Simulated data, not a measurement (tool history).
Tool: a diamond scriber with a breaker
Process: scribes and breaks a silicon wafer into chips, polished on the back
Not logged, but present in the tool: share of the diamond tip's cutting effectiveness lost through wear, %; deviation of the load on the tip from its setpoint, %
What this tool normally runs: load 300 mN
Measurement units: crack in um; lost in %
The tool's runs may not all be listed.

| run | hour | load | wafers since the last listed run | hours since the diamond tip was replaced | hours since the load on the tip was calibrated | incoming depth of the damage left on the back of the incoming wafer, um | crack | lost |
|---|---|---|---|---|---|---|---|---|
| 1 | 0.0 | 300 | 0 | 192.3 | 27.0 | 0.04 | 7.81 | 0.76 |
| 2 | 79.8 | 300 | 308 | 272.1 | 106.8 | 0.05 | 7.56 | 2.12 |
| 3 | 141.9 | 300 | 240 | 334.2 | 168.9 | 0.04 | 7.28 | 3.43 |
| 4 | 198.0 | 300 | 217 | 390.3 | 225.0 | 0.04 | 7.48 | 4.73 |
| 5 | 249.0 | 300 | 197 | 441.3 | 276.0 | 0.02 | 7.29 | 4.86 |
|  | 277.5 | diamond tip replaced by a new one |
| 6 | 344.8 | 368 | 362 | 67.3 | 371.8 | 0.03 | 8.42 | 0.94 |
| 7 | 411.1 | 368 | 256 | 133.6 | 438.1 | 0.01 | 8.68 | 0.76 |
| 8 | 453.0 | 263 | 162 | 175.5 | 480.0 | 0.04 | 6.39 | 21.03 |
|  | 470.6 | load on the tip recalibrated |
| 9 | 610.2 | 246 | 600 | 332.7 | 139.6 | 0.05 | 6.43 | 17.12 |
| 10 | 653.1 | 246 | 165 | 375.6 | 182.5 | 0.05 | 6.46 | 20.39 |
| 11 | 718.5 | 246 | 253 | 441.0 | 247.9 | 0.02 | 6.34 | 20.77 |
| 12 | 797.6 | 300 | 306 | 520.1 | 327.0 | 0.05 | 7.22 | 4.44 |
|  | 820.6 | diamond tip replaced by a new one |
| 13 | 889.7 | 300 | 348 | 69.1 | 419.1 | 0.03 | 7.25 | 5.32 |
| 14 | 961.4 | 300 | 277 | 140.8 | 490.8 | 0.03 | 7.32 | 5.72 |
| 15 | 1037.3 | 300 | 293 | 216.7 | 566.7 | 0.04 | 7.11 | 6.52 |
| 16 | 1084.1 | 300 | 181 | 263.5 | 613.5 | 0.01 | 7.22 | 5.90 |
|  | 1088.0 | load on the tip recalibrated |
| 17 | 1149.6 | 234 | 245 | 329.0 | 61.6 | 0.04 | 6.39 | 20.39 |
| 18 | 1392.5 | 271 | 939 | 571.9 | 304.5 | 0.01 | 6.73 | 14.75 |
|  | 1442.5 | diamond tip replaced by a new one |
| 19 | 1471.1 | 225 | 296 | 28.6 | 383.1 | 0.02 | 5.46 | 40.75 |
| 20 | 1558.0 | 269 | 336 | 115.5 | 470.0 | 0.02 | 6.52 | 18.03 |
| 21 | 1643.8 | 223 | 331 | 201.3 | 555.8 | 0.03 | 5.64 | 42.71 |
| 22 | 1681.4 | 353 | 145 | 238.9 | 593.4 | 0.04 | 8.20 | 0.64 |
|  | 1705.1 | load on the tip recalibrated |
| 23 | 1786.4 | 326 | 398 | 343.9 | 81.3 | 0.02 | 8.42 | 0.78 |
| 24 | 1880.8 | 300 | 365 | 438.3 | 175.7 | 0.03 | 7.53 | 2.69 |
| 25 | 1932.9 | 248 | 201 | 490.4 | 227.8 | 0.02 | 6.46 | 18.85 |
|  | 1959.2 | diamond tip replaced by a new one |
| 26 | 1989.7 | 248 | 212 | 30.5 | 284.6 | 0.04 | 6.27 | 22.85 |
| 27 | 2081.3 | 355 | 354 | 122.1 | 376.2 | 0.02 | 8.36 | 0.71 |
| 28 | 2176.3 | 300 | 367 | 217.1 | 471.2 | 0.02 | 7.31 | 5.69 |
|  | 2188.8 | load on the tip recalibrated |
| 29 | 2266.2 | 248 | 340 | 307.0 | 77.4 | 0.03 | 6.47 | 13.74 |
| 30 | 2355.5 | 227 | 345 | 396.3 | 166.7 | 0.04 | 5.81 | 29.58 |
| 31 | 2449.2 | 300 | 362 | 490.0 | 260.4 | 0.04 | 7.58 | 3.60 |
|  | 2559.1 | diamond tip replaced by a new one |
| 32 | 2575.1 | 216 | 479 | 16.0 | 386.3 | 0.03 | 5.57 | 42.49 |
| 33 | 2658.1 | 384 | 321 | 99.0 | 469.3 | 0.03 | 9.12 | 2.64 |
|  | 2708.2 | load on the tip recalibrated |
| 34 | 2719.9 | 214 | 231 | 160.8 | 11.7 | 0.04 | 6.30 | 29.59 |

Here are 5 independent what-if runs from the current tool condition. What would each one return?
| A | 2720.5 | 300 | 2 | 161.4 | 12.3 | 0.01 | ? | ? |
| B | 2720.5 | 386 | 2 | 161.4 | 12.3 | 0.01 | ? | ? |
| C | 2720.5 | 224 | 2 | 161.4 | 12.3 | 0.01 | ? | ? |
| D | 2720.5 | 210 | 2 | 161.4 | 12.3 | 0.01 | ? | ? |
| E | 2720.5 | 351 | 2 | 161.4 | 12.3 | 0.01 | ? | ? |

| run | crack | lost |
|---|---|---|
| A | 8.23 | 0.63 |
| B | 10.10 | 11.96 |
| C | 6.38 | 23.09 |
| D | 6.01 | 32.32 |
| E | 9.36 | 4.73 |
Without the tool's unlogged condition, the same runs would have read:
| run | crack | lost |
|---|---|---|
| A | 8.37 | 0.53 |
| B | 10.27 | 13.98 |
| C | 6.49 | 20.63 |
| D | 6.11 | 29.62 |
| E | 9.52 | 6.07 |

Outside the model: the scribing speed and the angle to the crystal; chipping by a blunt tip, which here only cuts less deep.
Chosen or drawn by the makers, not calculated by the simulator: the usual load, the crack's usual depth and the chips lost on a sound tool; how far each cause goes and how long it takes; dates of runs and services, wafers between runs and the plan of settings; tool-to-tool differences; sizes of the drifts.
